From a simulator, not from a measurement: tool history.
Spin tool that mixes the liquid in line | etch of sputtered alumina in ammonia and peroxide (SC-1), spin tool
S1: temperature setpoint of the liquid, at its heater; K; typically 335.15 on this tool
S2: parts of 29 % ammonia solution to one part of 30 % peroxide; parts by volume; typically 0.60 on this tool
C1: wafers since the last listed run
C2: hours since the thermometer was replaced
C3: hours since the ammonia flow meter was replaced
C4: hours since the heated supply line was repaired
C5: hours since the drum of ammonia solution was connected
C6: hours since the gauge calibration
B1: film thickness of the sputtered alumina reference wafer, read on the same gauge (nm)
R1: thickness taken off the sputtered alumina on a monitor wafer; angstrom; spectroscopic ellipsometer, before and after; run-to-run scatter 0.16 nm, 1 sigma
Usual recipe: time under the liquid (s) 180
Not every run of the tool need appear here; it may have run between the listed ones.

Run 1, hour 0.0: usual settings; C1 0; C2 1554.7; C3 489.3; C4 864.4; C5 237.5; C6 889.8; B1 110.00. Result: R1 175.8 angstrom.
At hour 32.0: gauge calibrated.
Run 2, hour 44.8: usual settings; C1 276; C2 1599.5; C3 534.1; C4 909.2; C5 282.3; C6 12.8; B1 110.00. Result: R1 175.9 angstrom.
Run 3, hour 98.6: usual settings but S1 340.15 K; C1 332; C2 1653.3; C3 587.9; C4 963.0; C5 336.1; C6 66.6; B1 109.99. Result: R1 227.3 angstrom.
At hour 155.5: new drum of ammonia solution connected.
Run 4, hour 156.1: usual settings but S1 340.15 K; C1 349; C2 1710.8; C3 645.4; C4 1020.5; C5 0.6; C6 124.1; B1 109.99. Result: R1 229.6 angstrom.
Run 5, hour 230.7: usual settings; C1 461; C2 1785.4; C3 720.0; C4 1095.1; C5 75.2; C6 198.7; B1 109.97. Result: R1 178.5 angstrom.
Run 6, hour 259.0: usual settings; C1 174; C2 1813.7; C3 748.3; C4 1123.4; C5 103.5; C6 227.0; B1 110.00. Result: R1 177.8 angstrom.
Run 7, hour 321.0: usual settings but S1 330.65 K, S2 0.40 parts by volume; C1 383; C2 1875.7; C3 810.3; C4 1185.4; C5 165.5; C6 289.0; B1 110.00. Result: R1 138.0 angstrom.
Run 8, hour 362.3: usual settings but S1 330.65 K, S2 0.40 parts by volume; C1 255; C2 1917.0; C3 851.6; C4 1226.7; C5 206.8; C6 330.3; B1 110.03. Result: R1 136.1 angstrom.
Run 9, hour 430.5: usual settings but S1 330.65 K, S2 0.40 parts by volume; C1 421; C2 1985.2; C3 919.8; C4 1294.9; C5 275.0; C6 398.5; B1 109.99. Result: R1 136.4 angstrom.
Run 10, hour 478.7: usual settings; C1 297; C2 2033.4; C3 968.0; C4 1343.1; C5 323.2; C6 446.7; B1 110.01. Result: R1 177.5 angstrom.
At hour 489.0: new drum of ammonia solution connected.
Run 11, hour 535.5: usual settings but S1 329.15 K, S2 0.85 parts by volume, time under the liquid (s) 250; C1 344; C2 2090.2; C3 1024.8; C4 1399.9; C5 46.5; C6 503.5; B1 110.00. Result: R1 187.1 angstrom.
Run 12, hour 581.2: usual settings but S1 330.65 K, S2 0.40 parts by volume; C1 282; C2 2135.9; C3 1070.5; C4 1445.6; C5 92.2; C6 549.2; B1 110.00. Result: R1 136.2 angstrom.
Run 13, hour 635.3: usual settings; C1 334; C2 2190.0; C3 1124.6; C4 1499.7; C5 146.3; C6 603.3; B1 109.99. Result: R1 178.6 angstrom.
Run 14, hour 704.3: usual settings but S2 0.70 parts by volume, time under the liquid (s) 285; C1 426; C2 2259.0; C3 1193.6; C4 1568.7; C5 215.3; C6 672.3; B1 110.00. Result: R1 290.8 angstrom.
At hour 741.7: thermometer replaced.
At hour 750.0: gauge calibrated.
Run 15, hour 763.9: usual settings but S1 339.65 K, time under the liquid (s) 225; C1 362; C2 22.2; C3 1253.2; C4 1628.3; C5 274.9; C6 13.9; B1 109.99. Result: R1 256.3 angstrom.
At hour 772.3: heated supply line repaired.
At hour 777.7: ammonia flow meter replaced.
Run 16, hour 808.3: usual settings but S1 343.15 K, S2 0.45 parts by volume, time under the liquid (s) 230; C1 262; C2 66.6; C3 30.6; C4 36.0; C5 319.3; C6 58.3; B1 110.03. Result: R1 296.6 angstrom.
Run 17, hour 849.2: usual settings but time under the liquid (s) 80; C1 252; C2 107.5; C3 71.5; C4 76.9; C5 360.2; C6 99.2; B1 110.00. Result: R1 73.0 angstrom.
At hour 883.7: new drum of ammonia solution connected.
Run 18, hour 909.1: usual settings; C1 364; C2 167.4; C3 131.4; C4 136.8; C5 25.4; C6 159.1; B1 110.00. Result: R1 163.7 angstrom.
Run 19, hour 954.7: usual settings but S1 343.15 K, time under the liquid (s) 250; C1 281; C2 213.0; C3 177.0; C4 182.4; C5 71.0; C6 204.7; B1 109.99. Result: R1 338.9 angstrom.
Run 20, hour 1020.8: usual settings but S2 0.45 parts by volume, time under the liquid (s) 285; C1 408; C2 279.1; C3 243.1; C4 248.5; C5 137.1; C6 270.8; B1 110.00. Result: R1 261.3 angstrom.
Run 21, hour 1089.9: usual settings; C1 427; C2 348.2; C3 312.2; C4 317.6; C5 206.2; C6 339.9; B1 110.02. Result: R1 167.2 angstrom.
Run 22, hour 1126.1: usual settings but S1 342.15 K, S2 0.85 parts by volume, time under the liquid (s) 120; C1 223; C2 384.4; C3 348.4; C4 353.8; C5 242.4; C6 376.1; B1 110.01. Result: R1 161.8 angstrom.
Run 23, hour 1186.5: usual settings but S1 343.15 K, S2 0.70 parts by volume, time under the liquid (s) 280; C1 373; C2 444.8; C3 408.8; C4 414.2; C5 302.8; C6 436.5; B1 109.99. Result: R1 394.0 angstrom.

5 options for the next run, each taken on its own from the tool as it stands now. Forecast them:
Run A, hour 1187.0: usual settings but S2 0.75 parts by volume; C1 3; C2 445.3; C3 409.3; C4 414.7; C5 303.3; C6 437.0; B1 ?. Result: R1 ?.
Run B, hour 1187.0: usual settings but time under the liquid (s) 275; C1 3; C2 445.3; C3 409.3; C4 414.7; C5 303.3; C6 437.0; B1 ?. Result: R1 ?.
Run C, hour 1187.0: usual settings but S2 0.45 parts by volume; C1 3; C2 445.3; C3 409.3; C4 414.7; C5 303.3; C6 437.0; B1 ?. Result: R1 ?.
Run D, hour 1187.0: usual settings but S1 328.65 K, S2 0.75 parts by volume; C1 3; C2 445.3; C3 409.3; C4 414.7; C5 303.3; C6 437.0; B1 ?. Result: R1 ?.
Run E, hour 1187.0: usual settings but S1 338.15 K, S2 0.35 parts by volume, time under the liquid (s) 260; C1 3; C2 445.3; C3 409.3; C4 414.7; C5 303.3; C6 437.0; B1 ?. Result: R1 ?.

run      B1     R1
  A  110.00  169.3
  B  110.00  253.3
  C  110.00  161.3
  D  110.00  121.0
  E  110.00  264.4
The same runs, with their run-to-run variation unchanged, on a tool lacking any hidden condition would have given:
run     R1
  A  165.8
  B  248.1
  C  158.0
  D  118.4
  E  259.1

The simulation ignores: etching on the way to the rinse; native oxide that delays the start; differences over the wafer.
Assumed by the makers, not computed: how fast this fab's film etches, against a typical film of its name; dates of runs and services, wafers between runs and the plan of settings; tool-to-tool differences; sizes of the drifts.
